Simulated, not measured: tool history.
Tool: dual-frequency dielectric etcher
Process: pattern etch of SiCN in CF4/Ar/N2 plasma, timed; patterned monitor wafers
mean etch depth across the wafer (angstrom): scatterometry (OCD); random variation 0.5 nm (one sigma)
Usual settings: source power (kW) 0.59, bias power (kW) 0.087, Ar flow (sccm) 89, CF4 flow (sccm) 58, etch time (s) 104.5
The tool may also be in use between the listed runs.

run,hour,source power (kW),bias power (kW),Ar flow (sccm),CF4 flow (sccm),etch time (s),wafers since the last listed run,hours since the last wet clean,hours since the last source power generator calibration,hours since the last bias power generator calibration,hours since the last Ar flow controller change,hours since the last CF4 flow controller change,hours since the last upper electrode change,hours since the gauge calibration,"read-back reference wafer on the same gauge, depth_nm",mean etch depth across the wafer (angstrom)
1,0,0.59,0.087,89,58,104.5,0,268.2,17.5,2783.2,104,3872.5,2120.5,1113.8,103.9,1281
2,13.9,0.59,0.087,89,58,74.5,78,282.1,31.4,2797.1,117.9,3886.4,2134.4,1127.7,104,902
3,26.1,0.59,0.07,89,68,104.5,68,294.3,43.6,2809.3,130.1,3898.6,2146.6,1139.9,104,1211
# hour 57.9: upper electrode replaced
4,60.7,0.59,0.087,89,58,104.5,59,328.9,78.2,2843.9,164.7,3933.2,2.8,1174.5,104,1273
5,89,0.59,0.087,89,58,104.5,160,357.2,106.5,2872.2,193,3961.5,31.1,1202.8,104.1,1284
# hour 139.9: wet clean of the chamber
6,140.4,0.59,0.087,76,58,104.5,154,0.5,157.9,2923.6,244.4,4012.9,82.5,1254.2,103.9,1258
7,141.9,0.59,0.087,89,58,91,8,2,159.4,2925.1,245.9,4014.4,84,1255.7,104,1084
# hour 158.8: gauge calibrated
8,171.1,0.59,0.101,89,46,131.5,165,31.2,188.6,2954.3,275.1,4043.6,113.2,12.3,104,1614
9,189.9,0.68,0.08,89,58,104.5,106,50,207.4,2973.1,293.9,4062.4,132,31.1,104,1372
10,224.1,0.59,0.097,89,58,129.5,193,84.2,241.6,3007.3,328.1,4096.6,166.2,65.3,104,1617
11,266,0.59,0.087,89,58,104.5,236,126.1,283.5,3049.2,370,4138.5,208.1,107.2,104,1254
# hour 275.2: CF4 flow controller replaced
12,284.4,0.59,0.087,89,58,104.5,70,144.5,301.9,3067.6,388.4,9.2,226.5,125.6,104,1259
# hour 303.4: bias power generator calibrated
13,303.9,0.59,0.087,89,58,104.5,87,164,321.4,0.5,407.9,28.7,246,145.1,104,1271
14,333.5,0.59,0.087,89,58,104.5,167,193.6,351,30.1,437.5,58.3,275.6,174.7,104,1266
15,365.2,0.59,0.068,89,50,86.5,179,225.3,382.7,61.8,469.2,90,307.3,206.4,104,942
16,397,0.59,0.107,89,72,121,179,257.1,414.5,93.6,501,121.8,339.1,238.2,104,1620
17,421.5,0.59,0.087,99,46,118.5,138,281.6,439,118.1,525.5,146.3,363.6,262.7,104,1399
18,440.7,0.59,0.078,89,44,117.5,108,300.8,458.2,137.3,544.7,165.5,382.8,281.9,103.9,1324
19,458.5,0.45,0.087,109,54,125.5,100,318.6,476,155.1,562.5,183.3,400.6,299.7,104,1175
20,481.5,0.44,0.087,80,58,104.5,130,341.6,499,178.1,585.5,206.3,423.6,322.7,104.1,990
# hour 516.7: wet clean of the chamber
21,585,0.53,0.087,89,58,90,449,68.3,602.5,281.6,689,309.8,527.1,426.2,104.1,992

Forecast each of these 4 alternatives for the next run:
A,585.4,0.59,0.087,89,58,104.5,2,68.7,602.9,282,689.4,310.2,527.5,426.6,?,?
B,585.4,0.48,0.087,89,58,132.5,2,68.7,602.9,282,689.4,310.2,527.5,426.6,?,?
C,585.4,0.5,0.105,89,45,104.5,2,68.7,602.9,282,689.4,310.2,527.5,426.6,?,?
D,585.4,0.59,0.087,68,58,104.5,2,68.7,602.9,282,689.4,310.2,527.5,426.6,?,?

run,"read-back reference wafer on the same gauge, depth_nm",mean etch depth across the wafer (angstrom)
A,104,1258
B,104,1328
C,104,1135
D,104,1285
Without the tool's hidden state the same runs would have given:
run,mean etch depth across the wafer (angstrom)
A,1252
B,1321
C,1130
D,1279

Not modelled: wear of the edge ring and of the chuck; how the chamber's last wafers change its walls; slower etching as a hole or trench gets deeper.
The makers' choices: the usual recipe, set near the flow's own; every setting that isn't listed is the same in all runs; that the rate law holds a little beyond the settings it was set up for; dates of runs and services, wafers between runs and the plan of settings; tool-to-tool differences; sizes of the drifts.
